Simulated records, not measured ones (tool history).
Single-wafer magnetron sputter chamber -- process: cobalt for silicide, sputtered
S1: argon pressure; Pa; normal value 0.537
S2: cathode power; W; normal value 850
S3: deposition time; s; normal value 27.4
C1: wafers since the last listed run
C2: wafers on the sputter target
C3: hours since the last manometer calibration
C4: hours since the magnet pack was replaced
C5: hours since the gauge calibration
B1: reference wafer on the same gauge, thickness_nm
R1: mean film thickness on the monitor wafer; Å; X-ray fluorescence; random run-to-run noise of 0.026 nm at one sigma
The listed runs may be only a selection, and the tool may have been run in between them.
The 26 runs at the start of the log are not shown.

run,hour,S1,S2,S3,C1,C2,C3,C4,C5,B1,R1
# hour 1386.6: sputter target and shields replaced
27,1406.5,0.707,650,31,1527,478,835.8,388.6,618.6,10.598,92.56
28,1442.4,0.537,850,24.8,862,1341,871.7,424.5,654.5,10.606,101.81
29,1483.8,0.613,650,22.6,994,2335,913.1,465.9,695.9,10.601,69.13
30,1535,0.676,950,29.7,1229,3565,964.3,517.1,747.1,10.602,130.07
31,1583.6,0.537,950,26,1167,4733,1012.9,565.7,795.7,10.613,118.33
32,1608.1,0.537,850,27.4,588,5321,1037.4,590.2,820.2,10.601,111.28
33,1785.8,0.66,950,27.4,4268,9590,1215.1,767.9,997.9,10.606,119.06
# hour 1898.2: sputter target and shields replaced
34,1938.2,0.537,950,27.4,3468,962,1367.5,920.3,1150.3,10.609,125.24

5 options for the next run, each taken on its own from the tool as it stands now. Forecast them:
A,1938.6,0.537,850,24,9,971,1367.9,920.7,1150.7,?,?
B,1938.6,0.681,850,27.4,9,971,1367.9,920.7,1150.7,?,?
C,1938.6,0.683,850,22,9,971,1367.9,920.7,1150.7,?,?
D,1938.6,0.537,850,23,9,971,1367.9,920.7,1150.7,?,?
E,1938.6,0.537,1050,23.8,9,971,1367.9,920.7,1150.7,?,?

run,B1,R1
A,10.599,98.29
B,10.599,107.77
C,10.599,86.48
D,10.599,94.19
E,10.599,120.4
Take away the tool's hidden state, keep each run's random variation, and the runs would have read:
run,R1
A,98.22
B,107.43
C,86.2
D,94.13
E,120.32

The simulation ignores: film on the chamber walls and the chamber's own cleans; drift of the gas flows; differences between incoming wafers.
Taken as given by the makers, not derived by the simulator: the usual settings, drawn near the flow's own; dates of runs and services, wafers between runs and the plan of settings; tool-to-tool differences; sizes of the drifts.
